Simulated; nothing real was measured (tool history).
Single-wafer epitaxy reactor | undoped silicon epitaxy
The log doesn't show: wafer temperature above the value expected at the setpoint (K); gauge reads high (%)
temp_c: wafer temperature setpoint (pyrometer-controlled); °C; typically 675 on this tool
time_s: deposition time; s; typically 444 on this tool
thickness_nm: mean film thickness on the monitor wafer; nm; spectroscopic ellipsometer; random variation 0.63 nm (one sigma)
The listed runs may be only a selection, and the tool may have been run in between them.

| run | hour | temp_c | time_s | wafers since the last listed run | hours since the last pyrometer calibration | hours since the gauge calibration | read-back reference wafer on the same gauge, thickness_nm | thickness_nm |
|---|---|---|---|---|---|---|---|---|
| 1 | 0 | 686 | 444 | 0 | 160.5 | 90.7 | 121.68 | 169.207 |
| 2 | 27.4 | 686 | 444 | 135 | 187.9 | 118.1 | 121.847 | 169.224 |
| 3 | 82.8 | 663 | 444 | 273 | 243.3 | 173.5 | 122.018 | 98.694 |
| 4 | 135.2 | 675 | 465 | 258 | 295.7 | 225.9 | 122.201 | 137.155 |
| 5 | 178.6 | 675 | 465 | 213 | 339.1 | 269.3 | 122.42 | 137.629 |
| 6 | 243.9 | 675 | 444 | 321 | 404.4 | 334.6 | 122.634 | 132.6 |
| 7 | 290.4 | 675 | 444 | 229 | 450.9 | 381.1 | 122.835 | 132.764 |
| 8 | 359.2 | 675 | 401 | 339 | 519.7 | 449.9 | 122.91 | 119.304 |
| 9 | 429.9 | 675 | 401 | 348 | 590.4 | 520.6 | 123.247 | 118.902 |
| 10 | 458.9 | 675 | 479 | 142 | 619.4 | 549.6 | 123.384 | 143.624 |
| 11 | 516.4 | 675 | 396 | 283 | 676.9 | 607.1 | 123.533 | 118.86 |
| 12 | 586.2 | 675 | 396 | 344 | 746.7 | 676.9 | 123.743 | 119.248 |
| 13 | 610.7 | 687 | 418 | 120 | 771.2 | 701.4 | 123.669 | 166.949 |
| 14 | 672.5 | 675 | 444 | 304 | 833 | 763.2 | 124.021 | 133.129 |
|  | 690 | gauge calibrated |
|  | 700.8 | pyrometer calibrated |
| 15 | 713.4 | 683 | 369 | 162 | 12.6 | 23.4 | 120.899 | 130.548 |
| 16 | 753.2 | 681 | 499 | 196 | 52.4 | 63.2 | 121.061 | 168.097 |
| 17 | 814.2 | 688 | 481 | 300 | 113.4 | 124.2 | 121.406 | 190.406 |
| 18 | 869.1 | 687 | 361 | 270 | 168.3 | 179.1 | 121.452 | 141.11 |
| 19 | 921.4 | 668 | 514 | 257 | 220.6 | 231.4 | 121.529 | 128.514 |
| 20 | 976.1 | 681 | 507 | 269 | 275.3 | 286.1 | 121.759 | 173.87 |
| 21 | 1045.8 | 675 | 396 | 343 | 345 | 355.8 | 122.131 | 116.798 |
| 22 | 1090.2 | 684 | 513 | 218 | 389.4 | 400.2 | 122.195 | 188.142 |
| 23 | 1136.4 | 675 | 444 | 227 | 435.6 | 446.4 | 122.297 | 133.288 |
| 24 | 1163.1 | 675 | 444 | 131 | 462.3 | 473.1 | 122.445 | 132.474 |
| 25 | 1199.9 | 675 | 444 | 181 | 499.1 | 509.9 | 122.566 | 131.261 |

Selected run-to-run steps in thickness_nm, each split into two signed amounts: the part the tool would show with no hidden state at all (from settings, incoming material and random variation), and the remainder, which goes to the hidden state together with any gauge scatter not common to the measured and the hidden-state-free results:
Run 2 -> 3: temp_c 686 -> 663. thickness_nm -70.53 nm: hidden state -0.315, all else -70.215.
Run 12 -> 13: temp_c 675 -> 687, time_s 396 -> 418. thickness_nm +47.701 nm: hidden state +1.18, all else +46.521.
Run 14 -> 15: temp_c 675 -> 683, time_s 444 -> 369, gauge calibrated, pyrometer calibrated. thickness_nm -2.581 nm: hidden state -3.422, all else +0.841.
Run 21 -> 22: temp_c 675 -> 684, time_s 396 -> 513. thickness_nm +71.344 nm: hidden state +0.847, all else +70.497.
